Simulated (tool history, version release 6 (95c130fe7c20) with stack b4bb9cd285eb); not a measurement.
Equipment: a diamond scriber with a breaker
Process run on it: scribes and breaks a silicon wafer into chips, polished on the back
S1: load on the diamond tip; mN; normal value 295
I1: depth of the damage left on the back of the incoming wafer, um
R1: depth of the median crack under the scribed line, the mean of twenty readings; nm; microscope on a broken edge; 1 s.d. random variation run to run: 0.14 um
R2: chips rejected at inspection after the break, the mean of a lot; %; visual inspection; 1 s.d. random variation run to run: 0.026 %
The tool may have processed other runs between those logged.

Run 1, day 0.000: usual settings; I1 0.04. Result: R1 8190 nm, R2 1.95 %.
Run 2, day 3.842: usual settings but S1 361 mN; I1 0.02. Result: R1 9600 nm, R2 0.75 %.
Run 3, day 7.708: usual settings but S1 345 mN; I1 0.02. Result: R1 8710 nm, R2 0.80 %.
Run 4, day 9.896: usual settings but S1 345 mN; I1 0.05. Result: R1 8940 nm, R2 0.89 %.
Run 5, day 11.533: usual settings but S1 252 mN; I1 0.03. Result: R1 7130 nm, R2 8.16 %.
Run 6, day 14.492: usual settings but S1 252 mN; I1 0.03. Result: R1 6780 nm, R2 9.64 %.
Run 7, day 16.738: usual settings; I1 0.02. Result: R1 7860 nm, R2 3.51 %.
Run 8, day 21.196: usual settings; I1 0.01. Result: R1 7360 nm, R2 4.70 %.
Run 9, day 22.971: usual settings; I1 0.04. Result: R1 7430 nm, R2 5.37 %.
Run 10, day 25.762: usual settings; I1 0.01. Result: R1 7590 nm, R2 5.64 %.
Run 11, day 28.271: usual settings; I1 0.01. Result: R1 7330 nm, R2 6.03 %.
Run 12, day 30.238: usual settings; I1 0.03. Result: R1 7350 nm, R2 6.03 %.
Run 13, day 33.004: usual settings; I1 0.02. Result: R1 8410 nm, R2 1.68 %.
Run 14, day 34.912: usual settings but S1 251 mN; I1 0.03. Result: R1 6840 nm, R2 7.97 %.
Run 15, day 38.788: usual settings but S1 277 mN; I1 0.04. Result: R1 7410 nm, R2 5.91 %.
Run 16, day 42.083: usual settings but S1 277 mN; I1 0.01. Result: R1 7010 nm, R2 6.62 %.
Run 17, day 43.883: usual settings but S1 277 mN; I1 0.02. Result: R1 6920 nm, R2 7.37 %.
Run 18, day 46.192: usual settings but S1 275 mN; I1 0.04. Result: R1 6970 nm, R2 8.31 %.
Run 19, day 50.646: usual settings but S1 275 mN; I1 0.04. Result: R1 7030 nm, R2 9.12 %.
Run 20, day 53.738: usual settings; I1 0.05. Result: R1 7920 nm, R2 2.82 %.
Run 21, day 56.638: usual settings but S1 234 mN; I1 0.04. Result: R1 6110 nm, R2 15.47 %.
Run 22, day 59.804: usual settings but S1 350 mN; I1 0.05. Result: R1 8960 nm, R2 0.75 %.
Run 23, day 64.054: usual settings but S1 264 mN; I1 0.05. Result: R1 7660 nm, R2 5.19 %.
Run 24, day 67.567: usual settings but S1 250 mN; I1 0.01. Result: R1 6770 nm, R2 9.74 %.
Run 25, day 71.300: usual settings but S1 371 mN; I1 0.01. Result: R1 9540 nm, R2 0.81 %.
Run 26, day 74.479: usual settings; I1 0.05. Result: R1 7600 nm, R2 4.21 %.
Run 27, day 77.446: usual settings; I1 0.02. Result: R1 7480 nm, R2 5.02 %.
Run 28, day 79.262: usual settings but S1 370 mN; I1 0.02. Result: R1 9150 nm, R2 0.70 %.
Run 29, day 81.529: usual settings but S1 266 mN; I1 0.02. Result: R1 6760 nm, R2 12.09 %.
Run 30, day 83.462: usual settings but S1 367 mN; I1 0.05. Result: R1 9680 nm, R2 0.97 %.
Run 31, day 86.117: usual settings but S1 344 mN; I1 0.03. Result: R1 8970 nm, R2 0.77 %.
Run 32, day 87.967: usual settings but S1 255 mN; I1 0.01. Result: R1 6790 nm, R2 10.61 %.
Run 33, day 92.033: usual settings; I1 0.03. Result: R1 8670 nm, R2 1.39 %.
Run 34, day 95.192: usual settings but S1 212 mN; I1 0.05. Result: R1 5930 nm, R2 18.80 %.
Run 35, day 96.846: usual settings but S1 381 mN; I1 0.03. Result: R1 10000 nm, R2 1.48 %.
Run 36, day 99.688: usual settings but S1 254 mN; I1 0.01. Result: R1 6840 nm, R2 9.93 %.
Run 37, day 102.733: usual settings but S1 366 mN; I1 0.03. Result: R1 9370 nm, R2 0.64 %.
Run 38, day 105.967: usual settings but S1 338 mN; I1 0.04. Result: R1 8460 nm, R2 1.37 %.
Run 39, day 107.746: usual settings but S1 329 mN; I1 0.04. Result: R1 8240 nm, R2 2.03 %.
Run 40, day 111.350: usual settings; I1 0.02. Result: R1 7510 nm, R2 6.13 %.

Removed from this log: 6 entries logged between the listed runs. Between which two listed runs does each belong, and how does the tool's hidden state at the listed run before it compare with that at the listed run after it?
Logged between run 4 and run 5: diamond tip replaced by a new one (day 11.025)
  share of the diamond tip's cutting effectiveness lost through wear, %: 13.2 -> 1.55; deviation of the load on the tip from its setpoint, %: -9.91 -> -10.7
  the result without the hidden state subtracted from the measured one, R1: -1900 -> -890 nm; R2: -1.68 -> +5.04 %
Logged between run 12 and run 13: load on the tip recalibrated (day 31.442)
  share of the diamond tip's cutting effectiveness lost through wear, %: 11.9 -> 12.5; deviation of the load on the tip from its setpoint, %: -14.4 -> -0.734
  the result without the hidden state subtracted from the measured one, R1: -1930 -> -850 nm; R2: +5.39 -> +0.99 %
Logged between run 19 and run 20: diamond tip replaced by a new one (day 51.821)
  share of the diamond tip's cutting effectiveness lost through wear, %: 14.2 -> 2.02; deviation of the load on the tip from its setpoint, %: -11.7 -> -12.4
  the result without the hidden state subtracted from the measured one, R1: -1730 -> -1180 nm; R2: +7.97 -> +2.12 %
Logged between run 22 and run 23: load on the tip recalibrated (day 60.117)
  share of the diamond tip's cutting effectiveness lost through wear, %: 6.63 -> 8.73; deviation of the load on the tip from its setpoint, %: -13.2 -> -4.08
  the result without the hidden state subtracted from the measured one, R1: -1780 -> -800 nm; R2: -2.37 -> +3.29 %
Logged between run 29 and run 30: diamond tip replaced by a new one (day 83.229)
  share of the diamond tip's cutting effectiveness lost through wear, %: 12.6 -> 0.836; deviation of the load on the tip from its setpoint, %: -12.9 -> -13.2
  the result without the hidden state subtracted from the measured one, R1: -1680 -> -1470 nm; R2: +10.21 -> -3.62 %
Logged between run 32 and run 33: load on the tip recalibrated (day 88.900)
  share of the diamond tip's cutting effectiveness lost through wear, %: 5 -> 7.65; deviation of the load on the tip from its setpoint, %: -13.9 -> -2.84
  the result without the hidden state subtracted from the measured one, R1: -1310 -> -720 nm; R2: +7.92 -> +0.70 %
